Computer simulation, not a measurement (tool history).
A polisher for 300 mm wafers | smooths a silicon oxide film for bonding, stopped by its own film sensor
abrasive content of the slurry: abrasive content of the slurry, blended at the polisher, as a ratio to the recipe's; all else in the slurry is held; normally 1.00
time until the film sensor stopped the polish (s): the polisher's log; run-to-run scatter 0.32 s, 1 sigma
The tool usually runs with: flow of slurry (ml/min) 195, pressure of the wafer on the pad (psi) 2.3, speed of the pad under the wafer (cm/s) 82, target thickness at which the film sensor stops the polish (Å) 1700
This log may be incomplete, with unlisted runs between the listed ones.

| run | hour | flow of slurry (ml/min) | pressure of the wafer on the pad (psi) | speed of the pad under the wafer (cm/s) | abrasive content of the slurry | target thickness at which the film sensor stops the polish (Å) | incoming thickness of the incoming film, nm | time until the film sensor stopped the polish (s) |
|---|---|---|---|---|---|---|---|---|
| 1 | 0.0 | 195 | 2.3 | 82 | 0.85 | 1700 | 197.5 | 47.8 |
| 2 | 40.0 | 195 | 2.3 | 82 | 0.85 | 1700 | 197.1 | 47.5 |
|  | 57.9 | slurry blender recalibrated |
|  | 61.8 | worn pad replaced by a new one |
|  | 72.3 | slurry nozzle cleaned |
| 3 | 126.0 | 195 | 2.3 | 82 | 1.00 | 1700 | 198.6 | 42.6 |
| 4 | 225.8 | 195 | 2.3 | 82 | 1.00 | 1700 | 196.1 | 39.8 |
|  | 286.0 | slurry blender recalibrated |
| 5 | 292.0 | 195 | 2.3 | 82 | 1.00 | 1700 | 198.4 | 42.0 |
|  | 340.0 | worn pad replaced by a new one |
|  | 344.9 | slurry nozzle cleaned |
| 6 | 373.4 | 195 | 2.3 | 82 | 1.05 | 1700 | 202.1 | 46.3 |
| 7 | 427.3 | 195 | 2.3 | 82 | 1.05 | 1700 | 196.9 | 39.3 |
|  | 465.0 | head pressure recalibrated |
|  | 533.5 | slurry blender recalibrated |
|  | 631.4 | worn pad replaced by a new one |
|  | 639.1 | slurry nozzle cleaned |
| 8 | 655.9 | 195 | 2.3 | 82 | 1.00 | 1700 | 202.6 | 44.4 |
| 9 | 722.0 | 195 | 2.3 | 82 | 1.00 | 1700 | 198.6 | 40.1 |
| 10 | 772.8 | 195 | 2.3 | 60 | 1.00 | 1600 | 198.7 | 70.0 |
|  | 790.7 | slurry blender recalibrated |
| 11 | 843.5 | 195 | 2.3 | 82 | 1.00 | 1700 | 203.3 | 45.8 |
|  | 877.0 | worn pad replaced by a new one |
|  | 922.1 | slurry nozzle cleaned |
| 12 | 1019.9 | 150 | 2.8 | 82 | 1.25 | 1700 | 201.3 | 33.5 |
|  | 1028.3 | slurry blender recalibrated |
| 13 | 1081.0 | 175 | 2.3 | 94 | 1.20 | 1700 | 201.6 | 35.7 |
| 14 | 1159.3 | 195 | 1.6 | 82 | 0.75 | 1700 | 196.6 | 71.7 |
|  | 1161.2 | slurry nozzle cleaned |
|  | 1169.8 | worn pad replaced by a new one |
| 15 | 1262.7 | 155 | 2.3 | 82 | 0.80 | 1700 | 200.4 | 56.7 |
|  | 1316.4 | slurry blender recalibrated |
| 16 | 1323.0 | 215 | 2.3 | 82 | 1.00 | 1700 | 198.8 | 39.9 |

Branching from run 16: 5 alternative next runs. What would each branch give?
| A | 1323.4 | 195 | 2.3 | 102 | 1.00 | 1700 | 201.0 | ? |
| B | 1323.4 | 195 | 2.3 | 82 | 1.15 | 1650 | 201.0 | ? |
| C | 1323.4 | 150 | 2.3 | 60 | 1.00 | 1620 | 201.0 | ? |
| D | 1323.4 | 195 | 2.3 | 82 | 0.80 | 1700 | 201.0 | ? |
| E | 1323.4 | 195 | 2.9 | 82 | 1.00 | 1700 | 201.0 | ? |

| run | time until the film sensor stopped the polish (s) |
|---|---|
| A | 37.1 |
| B | 46.7 |
| C | 74.6 |
| D | 53.8 |
| E | 35.2 |
Without the tool's hidden state the same runs would have given:
| run | time until the film sensor stopped the polish (s) |
|---|---|
| A | 34.6 |
| B | 43.6 |
| C | 69.7 |
| D | 50.2 |
| E | 32.9 |
